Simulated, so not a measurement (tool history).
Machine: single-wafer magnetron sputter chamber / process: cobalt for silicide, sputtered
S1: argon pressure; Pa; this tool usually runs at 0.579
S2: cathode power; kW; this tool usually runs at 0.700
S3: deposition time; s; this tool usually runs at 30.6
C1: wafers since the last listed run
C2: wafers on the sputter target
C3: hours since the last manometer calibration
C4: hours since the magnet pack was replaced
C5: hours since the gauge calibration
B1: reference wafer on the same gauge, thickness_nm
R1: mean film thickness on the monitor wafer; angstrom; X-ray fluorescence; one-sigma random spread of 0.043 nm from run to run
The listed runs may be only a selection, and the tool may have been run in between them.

| run | hour | S1 | S2 | S3 | C1 | C2 | C3 | C4 | C5 | B1 | R1 |
|---|---|---|---|---|---|---|---|---|---|---|---|
| 1 | 0.0 | 0.579 | 0.700 | 30.6 | 0 | 1336 | 1113.0 | 11058.5 | 547.1 | 11.587 | 94.04 |
| 2 | 17.3 | 0.579 | 0.700 | 30.6 | 572 | 1909 | 1130.3 | 11075.8 | 564.4 | 11.594 | 94.69 |
|  | 23.2 | gauge calibrated |
| 3 | 25.5 | 0.579 | 0.700 | 30.6 | 271 | 2180 | 1138.5 | 11084.0 | 2.3 | 11.575 | 94.73 |
| 4 | 35.9 | 0.579 | 0.700 | 30.6 | 344 | 2524 | 1148.9 | 11094.4 | 12.7 | 11.598 | 95.53 |
|  | 49.7 | magnet pack replaced, of another model than before |
| 5 | 51.3 | 0.507 | 0.700 | 35.2 | 244 | 2769 | 1164.3 | 1.6 | 28.1 | 11.587 | 113.11 |
| 6 | 62.1 | 0.507 | 0.700 | 35.2 | 357 | 3127 | 1175.1 | 12.4 | 38.9 | 11.584 | 112.79 |
| 7 | 68.1 | 0.652 | 0.700 | 30.6 | 198 | 3325 | 1181.1 | 18.4 | 44.9 | 11.582 | 93.13 |
| 8 | 82.7 | 0.652 | 0.700 | 30.6 | 483 | 3808 | 1195.7 | 33.0 | 59.5 | 11.611 | 93.03 |
| 9 | 90.3 | 0.652 | 0.700 | 30.6 | 251 | 4060 | 1203.3 | 40.6 | 67.1 | 11.581 | 93.51 |
| 10 | 99.5 | 0.579 | 0.550 | 30.6 | 304 | 4364 | 1212.5 | 49.8 | 76.3 | 11.591 | 77.41 |
|  | 114.3 | sputter target and shields replaced |
| 11 | 116.6 | 0.579 | 0.550 | 30.6 | 301 | 77 | 1229.6 | 66.9 | 93.4 | 11.556 | 77.60 |
| 12 | 128.0 | 0.579 | 0.700 | 30.6 | 377 | 454 | 1241.0 | 78.3 | 104.8 | 11.592 | 95.03 |
| 13 | 137.3 | 0.644 | 0.700 | 32.9 | 307 | 762 | 1250.3 | 87.6 | 114.1 | 11.624 | 100.51 |
|  | 146.1 | capacitance manometer re-zeroed and calibrated |
| 14 | 146.7 | 0.507 | 0.700 | 35.2 | 46 | 808 | 0.6 | 97.0 | 123.5 | 11.606 | 113.38 |
| 15 | 158.5 | 0.759 | 0.550 | 30.6 | 390 | 1199 | 12.4 | 108.8 | 135.3 | 11.570 | 74.63 |
| 16 | 168.0 | 0.579 | 0.650 | 28.6 | 314 | 1513 | 21.9 | 118.3 | 144.8 | 11.596 | 85.50 |
| 17 | 179.2 | 0.424 | 0.700 | 30.6 | 370 | 1884 | 33.1 | 129.5 | 156.0 | 11.610 | 101.26 |
| 18 | 187.5 | 0.651 | 0.700 | 30.6 | 274 | 2158 | 41.4 | 137.8 | 164.3 | 11.603 | 95.15 |
| 19 | 200.7 | 0.579 | 0.700 | 34.9 | 436 | 2595 | 54.6 | 151.0 | 177.5 | 11.579 | 110.85 |
| 20 | 212.7 | 0.579 | 0.700 | 30.6 | 397 | 2992 | 66.6 | 163.0 | 189.5 | 11.575 | 96.33 |
| 21 | 218.7 | 0.579 | 0.700 | 30.6 | 198 | 3191 | 72.6 | 169.0 | 195.5 | 11.592 | 97.63 |
| 22 | 233.1 | 0.579 | 0.700 | 30.6 | 476 | 3667 | 87.0 | 183.4 | 209.9 | 11.581 | 96.82 |
| 23 | 245.0 | 0.579 | 0.700 | 30.6 | 393 | 4061 | 98.9 | 195.3 | 221.8 | 11.573 | 96.46 |
| 24 | 258.7 | 0.688 | 0.700 | 26.7 | 453 | 4515 | 112.6 | 209.0 | 235.5 | 11.599 | 81.85 |
|  | 275.9 | sputter target and shields replaced |
| 25 | 276.4 | 0.507 | 0.700 | 26.4 | 320 | 15 | 130.3 | 226.7 | 253.2 | 11.583 | 85.68 |
| 26 | 281.9 | 0.579 | 0.700 | 32.9 | 182 | 197 | 135.8 | 232.2 | 258.7 | 11.602 | 104.43 |
| 27 | 289.7 | 0.579 | 0.700 | 30.6 | 258 | 455 | 143.6 | 240.0 | 266.5 | 11.576 | 97.08 |
| 28 | 336.1 | 0.579 | 0.700 | 30.6 | 1535 | 1991 | 190.0 | 286.4 | 312.9 | 11.608 | 97.11 |
| 29 | 352.8 | 0.354 | 0.650 | 30.6 | 552 | 2543 | 206.7 | 303.1 | 329.6 | 11.586 | 97.22 |
| 30 | 359.6 | 0.767 | 0.700 | 32.4 | 225 | 2768 | 213.5 | 309.9 | 336.4 | 11.591 | 96.86 |
| 31 | 377.5 | 0.411 | 0.600 | 25.9 | 592 | 3361 | 231.4 | 327.8 | 354.3 | 11.601 | 75.13 |

The next listed run, before its measurement:
| 32 | 384.8 | 0.579 | 0.700 | 30.6 | 241 | 3602 | 238.7 | 335.1 | 361.6 | ? | ? |

Run 32 produced B1 11.577, R1 96.61 angstrom.
With the hidden condition absent and the run-to-run variation left alone, this run would have shown R1 97.32 angstrom.
